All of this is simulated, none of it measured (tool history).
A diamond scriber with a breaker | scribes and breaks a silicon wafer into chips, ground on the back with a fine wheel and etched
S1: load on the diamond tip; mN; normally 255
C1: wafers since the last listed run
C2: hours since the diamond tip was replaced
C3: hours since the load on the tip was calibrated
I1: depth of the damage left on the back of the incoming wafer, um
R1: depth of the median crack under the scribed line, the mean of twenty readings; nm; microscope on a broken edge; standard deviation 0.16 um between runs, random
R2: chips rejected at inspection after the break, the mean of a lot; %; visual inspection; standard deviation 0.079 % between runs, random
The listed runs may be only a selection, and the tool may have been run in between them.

{"run": 1, "day": 0.0, "S1": 255, "C1": 0, "C2": 184.8, "C3": 652.3, "I1": 0.37, "R1": 14270, "R2": 1.51}
{"run": 2, "day": 1.729, "S1": 255, "C1": 149, "C2": 226.3, "C3": 693.8, "I1": 0.54, "R1": 14210, "R2": 1.65}
{"run": 3, "day": 3.775, "S1": 255, "C1": 176, "C2": 275.4, "C3": 742.9, "I1": 0.78, "R1": 14090, "R2": 1.76}
{"run": 4, "day": 6.638, "S1": 230, "C1": 247, "C2": 344.1, "C3": 811.6, "I1": 0.69, "R1": 12860, "R2": 5.7}
{"run": 5, "day": 8.779, "S1": 230, "C1": 185, "C2": 395.5, "C3": 863, "I1": 0.37, "R1": 12850, "R2": 6.35}
{"run": 6, "day": 10.538, "S1": 230, "C1": 152, "C2": 437.7, "C3": 905.2, "I1": 0.52, "R1": 13130, "R2": 6.12}
{"day": 10.946, "done": "load on the tip recalibrated"}
{"run": 7, "day": 13.162, "S1": 255, "C1": 219, "C2": 500.7, "C3": 53.2, "I1": 0.48, "R1": 13130, "R2": 4.08}
{"day": 13.271, "done": "diamond tip replaced by a new one"}
{"run": 8, "day": 14.288, "S1": 255, "C1": 90, "C2": 24.4, "C3": 80.2, "I1": 0.51, "R1": 14810, "R2": 1.27}
{"run": 9, "day": 21.3, "S1": 255, "C1": 606, "C2": 192.7, "C3": 248.5, "I1": 0.78, "R1": 14370, "R2": 1.6}
{"run": 10, "day": 22.483, "S1": 255, "C1": 102, "C2": 221.1, "C3": 276.9, "I1": 0.57, "R1": 14410, "R2": 1.56}
{"run": 11, "day": 25.292, "S1": 255, "C1": 242, "C2": 288.5, "C3": 344.3, "I1": 0.71, "R1": 14420, "R2": 1.87}
{"run": 12, "day": 26.312, "S1": 255, "C1": 88, "C2": 313, "C3": 368.8, "I1": 0.63, "R1": 14030, "R2": 1.93}
{"run": 13, "day": 27.742, "S1": 199, "C1": 123, "C2": 347.3, "C3": 403.1, "I1": 0.65, "R1": 11010, "R2": 19.45}
{"run": 14, "day": 29.446, "S1": 199, "C1": 147, "C2": 388.2, "C3": 444, "I1": 0.62, "R1": 11050, "R2": 19.21}
{"run": 15, "day": 30.708, "S1": 199, "C1": 109, "C2": 418.5, "C3": 474.3, "I1": 0.36, "R1": 11180, "R2": 22.84}
{"day": 31.788, "done": "diamond tip replaced by a new one"}
{"run": 16, "day": 39.346, "S1": 255, "C1": 739, "C2": 181.4, "C3": 681.6, "I1": 0.44, "R1": 15060, "R2": 1.5}
{"run": 17, "day": 42.192, "S1": 255, "C1": 246, "C2": 249.7, "C3": 749.9, "I1": 0.41, "R1": 15300, "R2": 1.26}
{"run": 18, "day": 43.492, "S1": 255, "C1": 112, "C2": 280.9, "C3": 781.1, "I1": 0.64, "R1": 15200, "R2": 1.38}
{"run": 19, "day": 46.538, "S1": 195, "C1": 263, "C2": 354, "C3": 854.2, "I1": 0.57, "R1": 11550, "R2": 15.78}
{"run": 20, "day": 48.325, "S1": 195, "C1": 154, "C2": 396.9, "C3": 897.1, "I1": 0.52, "R1": 11810, "R2": 14.3}
{"day": 48.929, "done": "diamond tip replaced by a new one"}
{"run": 21, "day": 50.892, "S1": 255, "C1": 214, "C2": 47.1, "C3": 958.7, "I1": 0.53, "R1": 16180, "R2": 3.39}
{"run": 22, "day": 52.217, "S1": 255, "C1": 114, "C2": 78.9, "C3": 990.5, "I1": 0.53, "R1": 16440, "R2": 3.59}
{"run": 23, "day": 53.225, "S1": 255, "C1": 87, "C2": 103.1, "C3": 1014.7, "I1": 0.8, "R1": 15990, "R2": 3.62}
{"day": 57.358, "done": "load on the tip recalibrated"}
{"run": 24, "day": 58.396, "S1": 306, "C1": 439, "C2": 227.2, "C3": 24.9, "I1": 0.62, "R1": 16150, "R2": 3.18}
{"run": 25, "day": 60.125, "S1": 292, "C1": 149, "C2": 268.7, "C3": 66.4, "I1": 0.58, "R1": 15420, "R2": 1.86}
{"run": 26, "day": 61.542, "S1": 255, "C1": 122, "C2": 302.7, "C3": 100.4, "I1": 0.57, "R1": 13760, "R2": 2.82}
{"run": 27, "day": 62.912, "S1": 279, "C1": 118, "C2": 335.6, "C3": 133.3, "I1": 0.54, "R1": 14870, "R2": 1.24}
{"day": 68.575, "done": "diamond tip replaced by a new one"}
{"run": 28, "day": 68.838, "S1": 322, "C1": 505, "C2": 6.3, "C3": 275.5, "I1": 0.57, "R1": 17750, "R2": 10.33}
{"run": 29, "day": 69.925, "S1": 255, "C1": 94, "C2": 32.4, "C3": 301.6, "I1": 0.32, "R1": 14610, "R2": 1.23}
{"run": 30, "day": 70.958, "S1": 192, "C1": 89, "C2": 57.2, "C3": 326.4, "I1": 0.7, "R1": 11200, "R2": 20.16}
{"run": 31, "day": 72.442, "S1": 180, "C1": 128, "C2": 92.8, "C3": 362, "I1": 0.78, "R1": 10290, "R2": 25.16}
{"run": 32, "day": 73.662, "S1": 255, "C1": 105, "C2": 122.1, "C3": 391.3, "I1": 0.63, "R1": 14090, "R2": 1.48}
{"run": 33, "day": 75.7, "S1": 298, "C1": 176, "C2": 171, "C3": 440.2, "I1": 0.58, "R1": 16770, "R2": 3.93}
{"run": 34, "day": 77.938, "S1": 255, "C1": 193, "C2": 224.7, "C3": 493.9, "I1": 0.72, "R1": 14360, "R2": 1.67}
{"run": 35, "day": 79.738, "S1": 310, "C1": 155, "C2": 267.9, "C3": 537.1, "I1": 0.45, "R1": 16510, "R2": 5.28}
{"run": 36, "day": 81.2, "S1": 287, "C1": 126, "C2": 303, "C3": 572.2, "I1": 0.51, "R1": 15870, "R2": 2.4}
{"run": 37, "day": 84.088, "S1": 189, "C1": 249, "C2": 372.3, "C3": 641.5, "I1": 0.4, "R1": 10780, "R2": 22.87}
{"day": 85.138, "done": "diamond tip replaced by a new one"}
{"run": 38, "day": 86.3, "S1": 216, "C1": 184, "C2": 27.9, "C3": 694.6, "I1": 0.56, "R1": 12970, "R2": 4.5}
{"run": 39, "day": 87.754, "S1": 208, "C1": 125, "C2": 62.8, "C3": 729.5, "I1": 0.72, "R1": 12790, "R2": 7.26}
{"run": 40, "day": 88.842, "S1": 319, "C1": 94, "C2": 88.9, "C3": 755.6, "I1": 0.54, "R1": 18310, "R2": 12.64}
{"run": 41, "day": 91.571, "S1": 326, "C1": 236, "C2": 154.4, "C3": 821.1, "I1": 0.78, "R1": 19070, "R2": 13.46}
{"run": 42, "day": 93.729, "S1": 219, "C1": 186, "C2": 206.2, "C3": 872.9, "I1": 0.54, "R1": 12900, "R2": 4.86}

For each run, what was the tool's unlogged condition?
H1: share of the diamond tip's cutting effectiveness lost through wear, %
H2: deviation of the load on the tip from its setpoint, %
run=1 H1=6.54 H2=1.98
run=2 H1=7.8 H2=2.69
run=3 H1=9.29 H2=3.57
run=4 H1=11.4 H2=4.92
run=5 H1=12.9 H2=6
run=6 H1=14.2 H2=6.94
run=7 H1=16.1 H2=1.74
run=8 H1=2.27 H2=1.79
run=9 H1=7.38 H2=2.49
run=10 H1=8.24 H2=2.67
run=11 H1=10.3 H2=3.2
run=12 H1=11 H2=3.42
run=13 H1=12.1 H2=3.75
run=14 H1=13.3 H2=4.19
run=15 H1=14.2 H2=4.54
run=16 H1=6.45 H2=7.55
run=17 H1=8.52 H2=8.78
run=18 H1=9.47 H2=9.38
run=19 H1=11.7 H2=10.9
run=20 H1=13 H2=11.8
run=21 H1=2.12 H2=13.3
run=22 H1=3.08 H2=14.1
run=23 H1=3.82 H2=14.7
run=24 H1=7.59 H2=-1.47
run=25 H1=8.85 H2=-1.42
run=26 H1=9.88 H2=-1.35
run=27 H1=10.9 H2=-1.25
run=28 H1=0.274 H2=-0.522
run=29 H1=1.07 H2=-0.332
run=30 H1=1.82 H2=-0.137
run=31 H1=2.9 H2=0.172
run=32 H1=3.79 H2=0.449
run=33 H1=5.27 H2=0.961
run=34 H1=6.91 H2=1.59
run=35 H1=8.22 H2=2.15
run=36 H1=9.28 H2=2.64
run=37 H1=11.4 H2=3.7
run=38 H1=1.38 H2=4.59
run=39 H1=2.44 H2=5.22
run=40 H1=3.23 H2=5.71
run=41 H1=5.22 H2=7
run=42 H1=6.79 H2=8.11

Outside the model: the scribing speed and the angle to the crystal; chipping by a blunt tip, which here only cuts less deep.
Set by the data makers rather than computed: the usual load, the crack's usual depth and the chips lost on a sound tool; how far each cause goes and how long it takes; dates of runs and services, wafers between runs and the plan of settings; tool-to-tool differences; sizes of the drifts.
